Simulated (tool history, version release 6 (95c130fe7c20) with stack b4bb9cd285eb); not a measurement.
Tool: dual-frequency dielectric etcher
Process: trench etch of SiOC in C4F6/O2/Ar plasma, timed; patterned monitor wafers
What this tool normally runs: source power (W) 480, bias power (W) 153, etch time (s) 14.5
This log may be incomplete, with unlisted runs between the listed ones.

run	hour	source power (W)	bias power (W)	etch time (s)	wafers since the last listed run	hours since the last wet clean	hours since the last source power generator calibration	hours since the last bias power generator calibration	hours since the last upper electrode change	hours since the gauge calibration	read-back reference wafer on the same gauge, depth_nm	mean etch depth across the wafer (Å)
1	0	480	153	14.5	0	80.3	1563.9	1470.9	2369.7	28.4	33.69	329.9
2	49.4	480	153	14.5	695	129.7	1613.3	1520.3	2419.1	77.8	33.66	330.5
3	116.4	480	153	14.5	942	196.7	1680.3	1587.3	2486.1	144.8	33.53	328.6
4	211.8	480	153	14.5	1342	292.1	1775.7	1682.7	2581.5	240.2	33.53	324.6
# hour 301.9: wet clean of the chamber
5	319.5	480	153	14.5	1177	17.6	1883.4	1790.4	2689.2	347.9	33.45	328.7
6	397.2	480	153	14.5	1093	95.3	1961.1	1868.1	2766.9	425.6	33.36	327.7
7	452.5	480	153	14.5	778	150.6	2016.4	1923.4	2822.2	480.9	33.39	329.5
8	556.2	480	153	17	1459	254.3	2120.1	2027.1	2925.9	584.6	33.27	380.2
9	661.7	480	153	17	1484	359.8	2225.6	2132.6	3031.4	690.1	33.16	378.6
# hour 700.6: wet clean of the chamber
# hour 717.2: source power generator calibrated
10	748.1	480	153	14.5	821	47.5	30.9	2219	3117.8	776.5	33.11	322.6
# hour 776.2: upper electrode replaced
11	833.7	480	153	14.5	866	133.1	116.5	2304.6	57.5	862.1	33.01	321.5
# hour 898.3: gauge calibrated
12	919.3	480	153	14.5	1204	218.7	202.1	2390.2	143.1	21	33.78	332.1
13	988.4	370	128	11	972	287.8	271.2	2459.3	212.2	90.1	33.65	218.8
# hour 1060.5: wet clean of the chamber
14	1070.1	480	153	14.5	811	9.6	352.9	2541	293.9	171.8	33.6	330.7

Run 15 has not been measured yet. What should we expect?
15	1134.7	520	127	11.5	908	74.2	417.5	2605.6	358.5	236.4	?	?

read-back reference wafer on the same gauge, depth_nm: 33.54
mean etch depth across the wafer (Å): 258.9
Had the tool carried no hidden state, the very same run would have given mean etch depth across the wafer (Å) 261.4.

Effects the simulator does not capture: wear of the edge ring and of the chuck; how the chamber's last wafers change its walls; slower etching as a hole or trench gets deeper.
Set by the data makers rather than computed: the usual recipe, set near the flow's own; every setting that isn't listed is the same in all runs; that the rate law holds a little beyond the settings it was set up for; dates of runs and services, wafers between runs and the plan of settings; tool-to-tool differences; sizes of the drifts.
